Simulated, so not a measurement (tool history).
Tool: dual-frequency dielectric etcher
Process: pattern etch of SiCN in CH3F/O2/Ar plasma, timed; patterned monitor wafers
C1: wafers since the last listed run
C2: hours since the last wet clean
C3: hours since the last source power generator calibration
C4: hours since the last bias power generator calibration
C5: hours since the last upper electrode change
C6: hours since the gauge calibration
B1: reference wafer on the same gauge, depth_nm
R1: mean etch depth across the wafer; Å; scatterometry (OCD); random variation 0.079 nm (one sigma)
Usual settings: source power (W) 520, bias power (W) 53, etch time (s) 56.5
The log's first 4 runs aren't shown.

-- hour=53.8 source power generator calibrated
run 5 hour=54.3 | source_power_(W)=520 bias_power_(W)=53 etch_time_(s)=56.5 | C1=70 C2=445.8 C3=0.5 C4=1451.0 C5=4807.4 C6=483.7 | B1=18.23 | R1=207.9
run 6 hour=61.1 | source_power_(W)=520 bias_power_(W)=53 etch_time_(s)=56.5 | C1=85 C2=452.6 C3=7.3 C4=1457.8 C5=4814.2 C6=490.5 | B1=18.20 | R1=206.6
run 7 hour=71.5 | source_power_(W)=610 bias_power_(W)=66 etch_time_(s)=40.0 | C1=130 C2=463.0 C3=17.7 C4=1468.2 C5=4824.6 C6=500.9 | B1=18.20 | R1=166.8
-- hour=91.3 gauge calibrated
-- hour=106.7 wet clean of the chamber
run 8 hour=107.2 | source_power_(W)=520 bias_power_(W)=53 etch_time_(s)=45.0 | C1=146 C2=0.5 C3=53.4 C4=1503.9 C5=4860.3 C6=15.9 | B1=18.20 | R1=169.2
run 9 hour=107.5 | source_power_(W)=430 bias_power_(W)=53 etch_time_(s)=72.0 | C1=3 C2=0.8 C3=53.7 C4=1504.2 C5=4860.6 C6=16.2 | B1=18.19 | R1=254.6
run 10 hour=107.9 | source_power_(W)=520 bias_power_(W)=53 etch_time_(s)=56.5 | C1=5 C2=1.2 C3=54.1 C4=1504.6 C5=4861.0 C6=16.6 | B1=18.20 | R1=213.5
run 11 hour=118.3 | source_power_(W)=610 bias_power_(W)=46 etch_time_(s)=65.0 | C1=130 C2=11.6 C3=64.5 C4=1515.0 C5=4871.4 C6=27.0 | B1=18.22 | R1=248.0
run 12 hour=126.5 | source_power_(W)=520 bias_power_(W)=53 etch_time_(s)=56.5 | C1=102 C2=19.8 C3=72.7 C4=1523.2 C5=4879.6 C6=35.2 | B1=18.22 | R1=212.7
run 13 hour=143.2 | source_power_(W)=520 bias_power_(W)=53 etch_time_(s)=56.5 | C1=209 C2=36.5 C3=89.4 C4=1539.9 C5=4896.3 C6=51.9 | B1=18.19 | R1=213.0
run 14 hour=155.8 | source_power_(W)=590 bias_power_(W)=58 etch_time_(s)=63.5 | C1=157 C2=49.1 C3=102.0 C4=1552.5 C5=4908.9 C6=64.5 | B1=18.19 | R1=256.7
run 15 hour=164.7 | source_power_(W)=640 bias_power_(W)=53 etch_time_(s)=56.5 | C1=111 C2=58.0 C3=110.9 C4=1561.4 C5=4917.8 C6=73.4 | B1=18.21 | R1=228.4
run 16 hour=182.6 | source_power_(W)=520 bias_power_(W)=58 etch_time_(s)=72.5 | C1=224 C2=75.9 C3=128.8 C4=1579.3 C5=4935.7 C6=91.3 | B1=18.21 | R1=279.0
-- hour=216.5 upper electrode replaced
run 17 hour=217.0 | source_power_(W)=520 bias_power_(W)=53 etch_time_(s)=56.5 | C1=130 C2=110.3 C3=163.2 C4=1613.7 C5=0.5 C6=125.7 | B1=18.21 | R1=211.0
run 18 hour=217.4 | source_power_(W)=520 bias_power_(W)=49 etch_time_(s)=56.5 | C1=5 C2=110.7 C3=163.6 C4=1614.1 C5=0.9 C6=126.1 | B1=18.20 | R1=205.0
run 19 hour=225.1 | source_power_(W)=520 bias_power_(W)=53 etch_time_(s)=64.0 | C1=96 C2=118.4 C3=171.3 C4=1621.8 C5=8.6 C6=133.8 | B1=18.22 | R1=238.3
run 20 hour=234.5 | source_power_(W)=520 bias_power_(W)=53 etch_time_(s)=56.5 | C1=117 C2=127.8 C3=180.7 C4=1631.2 C5=18.0 C6=143.2 | B1=18.20 | R1=212.3

Forecast run 21:
-- hour=241.9 bias power generator calibrated
run 21 hour=247.8 | source_power_(W)=560 bias_power_(W)=62 etch_time_(s)=41.5 | C1=116 C2=141.1 C3=194.0 C4=5.9 C5=31.3 C6=156.5 | B1=? | R1=?

Run 21 gave B1 18.20, R1 168.2 Å.
Without the tool's hidden state the same run would have given R1 170.7 Å.
